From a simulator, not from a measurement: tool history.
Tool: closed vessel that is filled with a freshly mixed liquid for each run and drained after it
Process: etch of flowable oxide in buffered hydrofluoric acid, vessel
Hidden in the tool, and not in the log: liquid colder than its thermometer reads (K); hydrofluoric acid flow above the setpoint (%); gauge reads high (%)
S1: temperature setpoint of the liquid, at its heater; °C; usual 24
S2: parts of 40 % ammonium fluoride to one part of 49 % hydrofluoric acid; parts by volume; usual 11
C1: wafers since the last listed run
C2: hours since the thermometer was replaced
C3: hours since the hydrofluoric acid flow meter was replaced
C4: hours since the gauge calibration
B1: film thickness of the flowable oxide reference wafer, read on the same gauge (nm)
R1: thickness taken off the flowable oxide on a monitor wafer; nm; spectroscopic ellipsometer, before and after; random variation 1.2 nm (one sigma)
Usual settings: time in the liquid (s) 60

{"run": 1, "hour": 0.0, "S1": 24, "S2": 11, "time in the liquid (s)": 70, "C1": 0, "C2": 92.1, "C3": 1582.5, "C4": 187.2, "B1": 150, "R1": 271.56}
{"run": 2, "hour": 54.8, "S1": 24, "S2": 13, "time in the liquid (s)": 60, "C1": 3460, "C2": 146.9, "C3": 1637.3, "C4": 242, "B1": 150, "R1": 196.55}
{"run": 3, "hour": 122.2, "S1": 24, "S2": 13, "time in the liquid (s)": 60, "C1": 4256, "C2": 214.3, "C3": 1704.7, "C4": 309.4, "B1": 150, "R1": 196.2}
{"run": 4, "hour": 165.4, "S1": 25, "S2": 12.5, "time in the liquid (s)": 60, "C1": 2728, "C2": 257.5, "C3": 1747.9, "C4": 352.6, "B1": 150.02, "R1": 215.13}
{"run": 5, "hour": 216.2, "S1": 24, "S2": 11, "time in the liquid (s)": 60, "C1": 3207, "C2": 308.3, "C3": 1798.7, "C4": 403.4, "B1": 149.99, "R1": 231.8}
{"hour": 287.4, "done": "hydrofluoric acid flow meter replaced"}
{"run": 6, "hour": 433.5, "S1": 24, "S2": 11, "time in the liquid (s)": 60, "C1": 13659, "C2": 525.6, "C3": 146.1, "C4": 620.7, "B1": 149.99, "R1": 223.21}
{"run": 7, "hour": 509.8, "S1": 24, "S2": 11, "time in the liquid (s)": 60, "C1": 4818, "C2": 601.9, "C3": 222.4, "C4": 697, "B1": 150.02, "R1": 224.04}
{"run": 8, "hour": 573.4, "S1": 28, "S2": 11, "time in the liquid (s)": 60, "C1": 4016, "C2": 665.5, "C3": 286, "C4": 760.6, "B1": 150.03, "R1": 275.79}
{"run": 9, "hour": 646.4, "S1": 24, "S2": 11, "time in the liquid (s)": 60, "C1": 4609, "C2": 738.5, "C3": 359, "C4": 833.6, "B1": 149.98, "R1": 221.39}
{"run": 10, "hour": 694.4, "S1": 28.5, "S2": 11, "time in the liquid (s)": 40, "C1": 3031, "C2": 786.5, "C3": 407, "C4": 881.6, "B1": 149.96, "R1": 187.73}
{"run": 11, "hour": 1012.6, "S1": 24, "S2": 11, "time in the liquid (s)": 60, "C1": 20094, "C2": 1104.7, "C3": 725.2, "C4": 1199.8, "B1": 150, "R1": 221}
{"run": 12, "hour": 1270.2, "S1": 24, "S2": 11, "time in the liquid (s)": 60, "C1": 16267, "C2": 1362.3, "C3": 982.8, "C4": 1457.4, "B1": 150, "R1": 220.56}
{"run": 13, "hour": 1333.2, "S1": 24, "S2": 14, "time in the liquid (s)": 60, "C1": 3978, "C2": 1425.3, "C3": 1045.8, "C4": 1520.4, "B1": 149.97, "R1": 175.2}
{"run": 14, "hour": 1377.3, "S1": 24, "S2": 13.5, "time in the liquid (s)": 60, "C1": 2784, "C2": 1469.4, "C3": 1089.9, "C4": 1564.5, "B1": 149.98, "R1": 180.69}
{"run": 15, "hour": 1432.6, "S1": 22, "S2": 11, "time in the liquid (s)": 80, "C1": 3492, "C2": 1524.7, "C3": 1145.2, "C4": 1619.8, "B1": 150, "R1": 260.43}
{"run": 16, "hour": 1489.0, "S1": 24, "S2": 11, "time in the liquid (s)": 75, "C1": 3561, "C2": 1581.1, "C3": 1201.6, "C4": 1676.2, "B1": 149.97, "R1": 274.92}
{"run": 17, "hour": 1537.6, "S1": 24, "S2": 11, "time in the liquid (s)": 90, "C1": 3069, "C2": 1629.7, "C3": 1250.2, "C4": 1724.8, "B1": 149.99, "R1": 325.43}
{"run": 18, "hour": 1585.6, "S1": 24, "S2": 9.5, "time in the liquid (s)": 60, "C1": 3031, "C2": 1677.7, "C3": 1298.2, "C4": 1772.8, "B1": 150, "R1": 244.47}
{"run": 19, "hour": 1683.3, "S1": 22, "S2": 11, "time in the liquid (s)": 60, "C1": 6169, "C2": 1775.4, "C3": 1395.9, "C4": 1870.5, "B1": 149.99, "R1": 195.26}
{"run": 20, "hour": 1773.0, "S1": 22.5, "S2": 9, "time in the liquid (s)": 60, "C1": 5664, "C2": 1865.1, "C3": 1485.6, "C4": 1960.2, "B1": 150.02, "R1": 235.8}
{"run": 21, "hour": 1829.5, "S1": 24, "S2": 11, "time in the liquid (s)": 60, "C1": 3567, "C2": 1921.6, "C3": 1542.1, "C4": 2016.7, "B1": 149.99, "R1": 217.92}
{"run": 22, "hour": 1893.1, "S1": 24, "S2": 11, "time in the liquid (s)": 60, "C1": 4016, "C2": 1985.2, "C3": 1605.7, "C4": 2080.3, "B1": 149.97, "R1": 218.2}
{"run": 23, "hour": 1954.4, "S1": 24, "S2": 11, "time in the liquid (s)": 60, "C1": 3871, "C2": 2046.5, "C3": 1667, "C4": 2141.6, "B1": 150, "R1": 216.89}
{"run": 24, "hour": 2023.1, "S1": 22, "S2": 7.5, "time in the liquid (s)": 45, "C1": 4338, "C2": 2115.2, "C3": 1735.7, "C4": 2210.3, "B1": 149.99, "R1": 209.22}
{"run": 25, "hour": 2075.2, "S1": 29, "S2": 11, "time in the liquid (s)": 30, "C1": 3290, "C2": 2167.3, "C3": 1787.8, "C4": 2262.4, "B1": 149.98, "R1": 142.66}
{"run": 26, "hour": 2131.9, "S1": 28, "S2": 13, "time in the liquid (s)": 40, "C1": 3580, "C2": 2224, "C3": 1844.5, "C4": 2319.1, "B1": 150.04, "R1": 154.47}
{"hour": 2171.2, "done": "thermometer replaced"}
{"run": 27, "hour": 2209.9, "S1": 24, "S2": 11, "time in the liquid (s)": 60, "C1": 4862, "C2": 38.7, "C3": 1922.5, "C4": 2397.1, "B1": 150.04, "R1": 235.4}
{"run": 28, "hour": 2267.4, "S1": 24, "S2": 6.5, "time in the liquid (s)": 60, "C1": 3631, "C2": 96.2, "C3": 1980, "C4": 2454.6, "B1": 149.97, "R1": 383.32}
{"run": 29, "hour": 2333.6, "S1": 21, "S2": 9, "time in the liquid (s)": 60, "C1": 4180, "C2": 162.4, "C3": 2046.2, "C4": 2520.8, "B1": 150.01, "R1": 234.03}
{"hour": 2401.6, "done": "hydrofluoric acid flow meter replaced"}
{"run": 30, "hour": 2438.0, "S1": 28.5, "S2": 15, "time in the liquid (s)": 75, "C1": 6529, "C2": 266.8, "C3": 36.4, "C4": 2625.2, "B1": 150.01, "R1": 266.43}
{"run": 31, "hour": 2502.3, "S1": 27.5, "S2": 11, "time in the liquid (s)": 60, "C1": 4060, "C2": 331.1, "C3": 100.7, "C4": 2689.5, "B1": 149.97, "R1": 271.53}
{"run": 32, "hour": 2567.0, "S1": 27.5, "S2": 9, "time in the liquid (s)": 60, "C1": 4085, "C2": 395.8, "C3": 165.4, "C4": 2754.2, "B1": 150, "R1": 315.17}

Measured less the same run without the tool's hidden state. The same run-to-run variation is in both; the gauge's scatter may not be:
run=1 R1=+7.16
run=2 R1=+5.01
run=3 R1=+4.85
run=4 R1=+5.29
run=5 R1=+5.4
run=6 R1=-4.03
run=7 R1=-4.32
run=8 R1=-5.36
run=9 R1=-4.58
run=10 R1=-3.84
run=11 R1=-5.66
run=12 R1=-6.41
run=13 R1=-5.23
run=14 R1=-5.43
run=15 R1=-8.31
run=16 R1=-8.69
run=17 R1=-10.49
run=18 R1=-10.59
run=19 R1=-6.85
run=20 R1=-7.67
run=21 R1=-7.89
run=22 R1=-8.09
run=23 R1=-8.24
run=24 R1=-7.45
run=25 R1=-5.34
run=26 R1=-5.91
run=27 R1=+8.91
run=28 R1=+12.42
run=29 R1=+9.58
run=30 R1=-1.31
run=31 R1=-1.55
run=32 R1=-1.76
